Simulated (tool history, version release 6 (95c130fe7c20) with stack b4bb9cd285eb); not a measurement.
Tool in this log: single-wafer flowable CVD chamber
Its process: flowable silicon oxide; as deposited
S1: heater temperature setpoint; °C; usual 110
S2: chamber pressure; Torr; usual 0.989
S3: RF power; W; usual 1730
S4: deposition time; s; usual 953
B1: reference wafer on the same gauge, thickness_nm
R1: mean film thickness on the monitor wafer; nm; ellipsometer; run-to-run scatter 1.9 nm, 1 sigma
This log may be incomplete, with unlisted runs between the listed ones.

run	day	S1	S2	S3	S4	B1	R1
1	0.000	110	0.989	1730	953	603.402	516.029
2	4.458	110	0.822	1845	953	603.085	431.689
3	7.521	110	0.822	1845	953	602.976	426.714
4	11.462	110	0.822	1845	953	602.608	429.312
5	14.050	110	0.989	1510	953	602.955	499.327
6	15.608	110	0.989	1510	953	602.282	494.180
7	19.150	110	0.989	1730	1066	603.297	567.416
8	22.858	110	0.989	1730	1066	602.587	570.641
9	25.250	110	0.989	1730	953	602.940	506.613
10	27.867	110	0.989	1730	953	603.222	504.972
11	29.942	110	0.989	1730	953	603.453	503.329
# day 32.121: gauge calibrated
12	32.400	110	1.124	1730	953	603.437	566.953
13	36.150	110	1.124	1730	953	602.761	570.636
14	39.746	122	0.989	1730	773	602.879	267.746
15	42.962	110	0.839	1730	953	603.486	419.879
16	45.496	106	0.763	1525	866	602.651	394.856
# day 46.604: showerhead replaced, of another model than before
# day 51.942: thermocouple changed; heater temperature recalibrated
# day 53.254: RF generator calibrated
17	55.642	119	0.989	1730	953	603.017	367.867
# day 56.704: capacitance manometer re-zeroed and calibrated
18	58.512	97	0.870	2055	1082	603.799	899.996
19	60.158	110	0.989	1730	953	603.166	517.435
20	64.596	110	0.989	1730	1052	603.672	572.638
21	67.671	110	0.794	1605	953	601.816	448.818
22	71.867	110	0.989	1730	953	603.428	518.448
# day 72.750: gauge calibrated
23	73.517	123	1.227	1500	890	604.025	352.511
24	77.721	98	1.176	1500	953	603.484	893.057
25	81.562	110	0.989	1730	953	602.771	513.699
26	83.167	124	0.989	1470	953	602.720	317.745

Measured minus without-hidden-state, run by run (identical run-to-run variation in each term; gauge scatter may differ):
Hidden state at play: wafer temperature above the value expected at the setpoint (K); delivered RF power above the setpoint (%); true pressure above the setpoint (%); gauge reads high (%).
run	R1
1	-4.772
2	-4.983
3	-5.526
4	-6.419
5	-7.786
6	-8.131
7	-10.513
8	-11.913
9	-11.394
10	-12.293
11	-13.026
12	-14.380
13	-16.064
14	-9.090
15	-16.283
16	-16.746
17	-11.289
18	+1.385
19	+0.779
20	+0.753
21	+0.492
22	+0.353
23	+0.154
24	-0.102
25	-0.408
26	-0.352
